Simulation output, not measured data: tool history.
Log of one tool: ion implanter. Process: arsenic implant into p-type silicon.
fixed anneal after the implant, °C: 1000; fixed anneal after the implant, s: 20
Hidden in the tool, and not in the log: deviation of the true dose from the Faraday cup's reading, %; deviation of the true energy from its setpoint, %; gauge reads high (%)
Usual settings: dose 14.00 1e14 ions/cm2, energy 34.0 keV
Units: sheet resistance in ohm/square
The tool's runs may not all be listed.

run	day	dose	energy	wafers since the last listed run	hours since the last dose calibration	hours since the extraction supply was calibrated	hours since the gauge calibration	read-back reference wafer on the same gauge, sheet resistance	sheet resistance
1	0.000	16.68	26.5	0	516.4	5731.7	410.7	106.06	107.59
2	1.154	16.68	26.5	342	544.1	5759.4	438.4	106.03	108.33
3	1.917	16.68	26.5	226	562.4	5777.7	456.7	105.99	107.66
4	3.354	14.00	34.0	426	596.9	5812.2	491.2	106.05	104.48
5	4.546	14.00	34.0	353	625.5	5840.8	519.8	105.97	104.39
6	5.425	12.96	34.0	260	646.6	5861.9	540.9	105.96	108.11
7	6.000	12.96	34.0	170	660.4	5875.7	554.7	106.07	107.80
8	6.846	12.66	31.0	250	680.7	5896.0	575.0	105.99	111.86
9	7.671	12.66	31.0	244	700.5	5915.8	594.8	106.02	112.38
10	8.471	12.66	31.0	237	719.7	5935.0	614.0	105.97	112.62
11	8.988	14.00	41.5	153	732.1	5947.4	626.4	106.06	97.99
# day 9.821: extraction supply calibrated
12	10.008	14.00	41.5	203	756.6	4.5	650.9	106.00	97.93
# day 10.812: gauge calibrated
13	11.192	14.00	41.5	350	785.0	32.9	9.1	106.00	97.59
14	12.662	16.68	26.5	436	820.3	68.2	44.4	105.98	107.64
15	13.754	14.00	43.0	323	846.5	94.4	70.6	106.09	96.89
16	14.983	14.00	34.0	364	876.0	123.9	100.1	106.00	103.80
17	15.679	11.18	41.5	206	892.7	140.6	116.8	106.03	109.49

Run 18 comes next. What will it give?
18	16.600	14.00	34.0	272	914.8	162.7	138.9	?	?

read-back reference wafer on the same gauge, sheet resistance: 105.94
sheet resistance: 103.83 ohm/square
Without the tool's hidden state the same run would have given sheet resistance 105.48 ohm/square.
